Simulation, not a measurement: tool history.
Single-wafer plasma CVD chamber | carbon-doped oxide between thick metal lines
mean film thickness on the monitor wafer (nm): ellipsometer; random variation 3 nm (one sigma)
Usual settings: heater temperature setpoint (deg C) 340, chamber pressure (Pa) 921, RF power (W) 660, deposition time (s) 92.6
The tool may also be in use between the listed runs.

run   hour  heater temperature setpoint (deg C)  chamber pressure (Pa)  RF power (W)  deposition time (s)  read-back reference wafer on the same gauge, thickness_nm  mean film thickness on the monitor wafer (nm)
  1    0.0                                  332                    921           660                 92.6                                                    679.214                                        600.240
  2   23.2                                  332                    921           660                 92.6                                                    681.100                                        596.693
  3   42.2                                  340                    921           580                 92.6                                                    681.866                                        549.077
  4   67.5                                  340                    921           660                 92.6                                                    684.365                                        583.809
  5   84.3                                  348                    991           775                 92.6                                                    685.536                                        628.643
  6  100.1                                  340                   1008           660                 92.6                                                    686.968                                        594.197
  7  115.2                                  340                   1093           660                 92.6                                                    687.653                                        598.465
  8  144.6                                  331                    921           740                 92.6                                                    687.371                                        635.615
  9  169.3                                  340                    921           660                 92.6                                                    689.832                                        593.002
 10  199.8                                  340                    921           660                 92.6                                                    690.629                                        594.501
 11  219.7                                  340                   1101           770                 92.6                                                    690.147                                        652.580
     239.5  -- thermocouple changed; heater temperature recalibrated
     246.7  -- showerhead replaced
 12  247.2                                  340                    921           660                 92.6                                                    692.478                                        593.274
 13  266.7                                  350                   1032           760                108.4                                                    692.364                                        728.884
     278.1  -- capacitance manometer re-zeroed and calibrated
 14  293.6                                  340                    921           660                 92.6                                                    694.397                                        598.852
 15  309.7                                  347                    921           660                 86.3                                                    692.546                                        539.696
 16  332.6                                  340                    921           660                 92.6                                                    692.699                                        593.042
 17  359.8                                  330                   1048           660                 92.6                                                    693.591                                        617.606
 18  389.2                                  340                    692           660                 77.7                                                    693.852                                        486.952
 19  415.9                                  340                    921           660                 92.6                                                    694.320                                        603.609
 20  442.3                                  340                    921           615                 92.6                                                    696.001                                        576.919
 21  462.2                                  354                   1048           660                 92.6                                                    693.754                                        585.878
 22  478.9                                  340                    921           660                 92.6                                                    695.279                                        600.532
 23  498.3                                  335                    980           660                 97.9                                                    696.750                                        638.707

The next listed run, before its measurement:
 24  527.1                                  340                    921           530                 80.5                                                          ?                                              ?

Run 24 gave read-back reference wafer on the same gauge, thickness_nm 694.135, mean film thickness on the monitor wafer (nm) 468.988.
Without the tool's hidden state the same run would have given mean film thickness on the monitor wafer (nm) 458.715.
